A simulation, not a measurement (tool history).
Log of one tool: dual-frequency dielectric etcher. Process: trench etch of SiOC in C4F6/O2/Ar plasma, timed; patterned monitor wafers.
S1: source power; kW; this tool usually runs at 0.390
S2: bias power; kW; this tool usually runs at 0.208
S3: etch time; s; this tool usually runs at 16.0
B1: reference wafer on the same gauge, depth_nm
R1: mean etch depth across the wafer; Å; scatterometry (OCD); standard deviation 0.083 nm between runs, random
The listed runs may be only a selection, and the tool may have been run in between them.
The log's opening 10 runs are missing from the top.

run	hour	S1	S2	S3	B1	R1
# hour 245.7: gauge calibrated
11	270.8	0.390	0.163	16.0	36.10	276.8
# hour 309.0: wet clean of the chamber
# hour 331.7: upper electrode replaced, of another model than before
12	332.2	0.390	0.208	16.0	36.10	299.0
13	332.5	0.390	0.245	16.0	36.11	310.3
14	339.8	0.390	0.208	16.0	36.09	300.2
15	365.3	0.390	0.208	14.0	36.09	262.3
16	400.0	0.390	0.194	16.0	36.10	295.1
17	422.6	0.330	0.208	13.0	36.12	227.1
18	435.1	0.390	0.252	20.0	36.09	391.1

Estimate the outcome of run 19 from the log above:
# hour 443.4: bias power generator calibrated
19	462.5	0.340	0.246	20.5	?	?

B1: 36.09
R1: 373.8 Å
Were there no unlogged condition in the tool, this run, its random variation unchanged, would have produced R1 376.5 Å.
